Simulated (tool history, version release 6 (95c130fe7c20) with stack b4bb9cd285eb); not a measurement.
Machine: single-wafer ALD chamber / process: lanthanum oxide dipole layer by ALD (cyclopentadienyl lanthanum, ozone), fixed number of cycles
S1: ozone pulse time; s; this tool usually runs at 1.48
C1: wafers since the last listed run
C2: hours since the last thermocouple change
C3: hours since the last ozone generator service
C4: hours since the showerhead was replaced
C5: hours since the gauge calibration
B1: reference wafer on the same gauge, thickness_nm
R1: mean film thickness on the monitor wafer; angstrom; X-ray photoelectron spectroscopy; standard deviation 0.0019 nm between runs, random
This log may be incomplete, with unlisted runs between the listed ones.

run   hour    S1    C1      C2      C3      C4     C5     B1    R1
  1    0.0  1.48     0  1336.8   992.8  6602.8  424.1  0.462  5.44
  2   24.5  1.48   412  1361.3  1017.3  6627.3  448.6  0.462  5.44
  3   49.7  1.83   424  1386.5  1042.5  6652.5  473.8  0.462  5.56
  4   74.4  1.83   415  1411.2  1067.2  6677.2  498.5  0.462  5.54
  5   88.5  1.48   237  1425.3  1081.3  6691.3  512.6  0.462  5.42
  6  109.3  1.48   350  1446.1  1102.1  6712.1  533.4  0.462  5.39
  7  142.4  1.48   557  1479.2  1135.2  6745.2  566.5  0.462  5.40
     160.2  -- gauge calibrated
  8  171.3  1.48   486  1508.1  1164.1  6774.1   11.1  0.462  5.42
  9  207.0  1.06   601  1543.8  1199.8  6809.8   46.8  0.462  5.11
 10  233.5  1.06   446  1570.3  1226.3  6836.3   73.3  0.462  5.11
 11  257.6  1.48   405  1594.4  1250.4  6860.4   97.4  0.462  5.37
 12  291.5  1.48   570  1628.3  1284.3  6894.3  131.3  0.462  5.38
 13  314.2  1.75   382  1651.0  1307.0  6917.0  154.0  0.462  5.51
 14  349.3  1.75   591  1686.1  1342.1  6952.1  189.1  0.461  5.50
 15  368.6  1.75   325  1705.4  1361.4  6971.4  208.4  0.462  5.48
 16  395.7  1.48   456  1732.5  1388.5  6998.5  235.5  0.462  5.38
 17  424.4  0.90   483  1761.2  1417.2  7027.2  264.2  0.462  4.92
 18  441.4  1.74   286  1778.2  1434.2  7044.2  281.2  0.462  5.48
 19  469.3  0.91   469  1806.1  1462.1  7072.1  309.1  0.462  4.89
 20  481.5  1.48   205  1818.3  1474.3  7084.3  321.3  0.462  5.35
 21  515.7  1.23   575  1852.5  1508.5  7118.5  355.5  0.462  5.15
     533.5  -- showerhead replaced
 22  548.5  1.29   417  1885.3  1541.3    15.0  388.3  0.462  5.21
 23  569.6  1.48   355  1906.4  1562.4    36.1  409.4  0.462  5.33
     580.0  -- thermocouple changed; heater temperature recalibrated
 24  585.1  1.48   126     5.1  1577.9    51.6  424.9  0.462  5.33
     612.2  -- ozone generator serviced
 25  616.1  1.48   387    36.1     3.9    82.6  455.9  0.462  5.64
 26  640.1  2.01   404    60.1    27.9   106.6  479.9  0.463  5.76
     655.1  -- gauge calibrated
 27  672.7  1.19   548    92.7    60.5   139.2   17.6  0.462  5.48
 28  691.8  0.93   321   111.8    79.6   158.3   36.7  0.462  5.33
 29  712.5  1.48   348   132.5   100.3   179.0   57.4  0.462  5.63
 30  818.6  1.80  1786   238.6   206.4   285.1  163.5  0.462  5.68
 31  845.1  1.79   446   265.1   232.9   311.6  190.0  0.462  5.68

Consider 4 possible next runs. They are alternatives, not a sequence: every one starts from the tool as it was left by run 31. What does each give?
  A  845.5  1.26   6  265.5  233.3  312.0  190.4   ?   ?
  B  845.5  1.24   6  265.5  233.3  312.0  190.4   ?   ?
  C  845.5  1.72   6  265.5  233.3  312.0  190.4   ?   ?
  D  845.5  1.14   6  265.5  233.3  312.0  190.4   ?   ?

run     B1    R1
  A  0.462  5.47
  B  0.462  5.46
  C  0.462  5.66
  D  0.462  5.41
With the hidden condition removed and each run's random variation left untouched, the same runs would have given:
run    R1
  A  5.54
  B  5.53
  C  5.71
  D  5.48
